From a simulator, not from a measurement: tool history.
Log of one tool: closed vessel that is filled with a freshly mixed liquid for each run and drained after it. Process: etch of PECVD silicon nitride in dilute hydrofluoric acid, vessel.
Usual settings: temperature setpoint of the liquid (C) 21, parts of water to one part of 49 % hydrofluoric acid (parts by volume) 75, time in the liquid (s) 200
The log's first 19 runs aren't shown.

run	day	temperature setpoint of the liquid (C)	parts of water to one part of 49 % hydrofluoric acid (parts by volume)	time in the liquid (s)	read-back film thickness of the PECVD silicon nitride reference wafer, read on the same gauge (nm)	thickness taken off the PECVD silicon nitride on a monitor wafer (angstrom)
# day 73.017: gauge calibrated
20	73.575	21	75	230	150	132
21	76.833	23.5	105	200	149.99	97.6
22	79.6	21	85	255	149.97	131.5
23	83.192	21	75	200	149.97	115.4
24	85.338	21	75	200	150.01	114.7
25	87.404	24.5	75	100	149.99	74.4
26	91.167	23.5	105	285	149.97	139.9
27	93.154	25	60	200	150.01	188.9
28	97.862	25	45	125	150.02	155.6
29	99.421	21	75	200	150	116.2
30	108.879	21	55	200	149.99	156.9
31	113.379	17.5	110	200	149.98	62.6
32	115.629	25	75	305	149.99	235.1
33	119.125	21	105	200	150.02	83.6

Forecast each of these 3 alternatives for the next run:
A	119.154	21	75	200	?	?
B	119.154	21	95	160	?	?
C	119.154	23.5	75	145	?	?

run	read-back film thickness of the PECVD silicon nitride reference wafer, read on the same gauge (nm)	thickness taken off the PECVD silicon nitride on a monitor wafer (angstrom)
A	150	114.6
B	150	72.8
C	150	98.4
Without the tool's hidden state the same runs would have given:
run	thickness taken off the PECVD silicon nitride on a monitor wafer (angstrom)
A	114.6
B	72.8
C	98.4
